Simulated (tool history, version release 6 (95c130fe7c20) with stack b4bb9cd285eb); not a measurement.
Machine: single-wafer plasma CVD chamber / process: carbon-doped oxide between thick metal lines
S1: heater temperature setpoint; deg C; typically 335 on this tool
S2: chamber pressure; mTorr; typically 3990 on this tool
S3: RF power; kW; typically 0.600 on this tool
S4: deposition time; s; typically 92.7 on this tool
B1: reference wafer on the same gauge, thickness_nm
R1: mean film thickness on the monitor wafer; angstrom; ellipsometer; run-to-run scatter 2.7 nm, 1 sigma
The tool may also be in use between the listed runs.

run 1 hour=0.0 | S1=335 S2=3990 S3=0.600 S4=92.7 | B1=466.353 | R1=4809.41
run 2 hour=51.8 | S1=335 S2=3990 S3=0.600 S4=92.7 | B1=465.938 | R1=4832.75
run 3 hour=78.1 | S1=335 S2=3990 S3=0.600 S4=92.7 | B1=465.997 | R1=4864.18
-- hour=125.4 thermocouple changed; heater temperature recalibrated
run 4 hour=125.9 | S1=335 S2=3990 S3=0.600 S4=92.7 | B1=465.906 | R1=4833.60
run 5 hour=148.7 | S1=335 S2=3990 S3=0.600 S4=92.7 | B1=466.361 | R1=4833.45
run 6 hour=189.6 | S1=335 S2=3990 S3=0.600 S4=92.7 | B1=466.143 | R1=4863.71
run 7 hour=229.9 | S1=335 S2=3990 S3=0.655 S4=92.7 | B1=465.909 | R1=5147.98
-- hour=263.3 gauge calibrated
run 8 hour=284.6 | S1=349 S2=3430 S3=0.600 S4=92.7 | B1=465.753 | R1=4601.76
run 9 hour=328.8 | S1=325 S2=4540 S3=0.680 S4=92.7 | B1=466.015 | R1=5536.26
run 10 hour=356.2 | S1=335 S2=3500 S3=0.600 S4=87.1 | B1=466.079 | R1=4508.79
run 11 hour=394.5 | S1=348 S2=3440 S3=0.555 S4=77.4 | B1=465.638 | R1=3613.55
run 12 hour=428.5 | S1=335 S2=3990 S3=0.600 S4=92.7 | B1=466.432 | R1=4852.51
run 13 hour=500.0 | S1=335 S2=3990 S3=0.600 S4=92.7 | B1=466.008 | R1=4867.64
run 14 hour=559.1 | S1=335 S2=3990 S3=0.600 S4=92.7 | B1=465.697 | R1=4845.25
run 15 hour=693.9 | S1=340 S2=3510 S3=0.560 S4=100.1 | B1=465.820 | R1=4889.18
run 16 hour=719.7 | S1=335 S2=4260 S3=0.530 S4=100.8 | B1=465.929 | R1=4915.45
run 17 hour=765.8 | S1=335 S2=3990 S3=0.695 S4=99.6 | B1=466.082 | R1=5670.85
run 18 hour=822.9 | S1=335 S2=3990 S3=0.600 S4=92.7 | B1=465.620 | R1=4878.24
run 19 hour=881.2 | S1=322 S2=3150 S3=0.600 S4=92.7 | B1=466.324 | R1=4948.70
run 20 hour=949.4 | S1=323 S2=3990 S3=0.645 S4=99.9 | B1=466.137 | R1=5744.44
-- hour=1117.2 RF generator calibrated
run 21 hour=1157.6 | S1=327 S2=3470 S3=0.600 S4=98.3 | B1=465.702 | R1=5167.32
-- hour=1214.7 thermocouple changed; heater temperature recalibrated
run 22 hour=1219.1 | S1=344 S2=3730 S3=0.665 S4=97.4 | B1=466.124 | R1=5211.36
-- hour=1239.8 showerhead replaced
-- hour=1257.0 capacitance manometer re-zeroed and calibrated
run 23 hour=1264.6 | S1=346 S2=4760 S3=0.600 S4=92.7 | B1=465.670 | R1=4783.12
run 24 hour=1315.5 | S1=335 S2=3990 S3=0.600 S4=92.7 | B1=465.748 | R1=4855.94
run 25 hour=1371.7 | S1=335 S2=3150 S3=0.600 S4=110.2 | B1=465.764 | R1=5573.32
run 26 hour=1570.5 | S1=330 S2=4840 S3=0.600 S4=92.7 | B1=465.832 | R1=5025.04
run 27 hour=1620.1 | S1=344 S2=3510 S3=0.650 S4=109.4 | B1=466.222 | R1=5790.33
run 28 hour=1681.2 | S1=325 S2=3250 S3=0.645 S4=92.7 | B1=465.873 | R1=5109.25
run 29 hour=1827.3 | S1=335 S2=3990 S3=0.600 S4=92.7 | B1=465.651 | R1=4833.56

What the log doesn't show, run by run:
wafer temperature above the value expected at the setpoint (K): 0 across all the runs
delivered RF power above the setpoint (%): 0 across all the runs
true pressure above the setpoint (%): 0 across all the runs
gauge reads high (%): 0 across all the runs

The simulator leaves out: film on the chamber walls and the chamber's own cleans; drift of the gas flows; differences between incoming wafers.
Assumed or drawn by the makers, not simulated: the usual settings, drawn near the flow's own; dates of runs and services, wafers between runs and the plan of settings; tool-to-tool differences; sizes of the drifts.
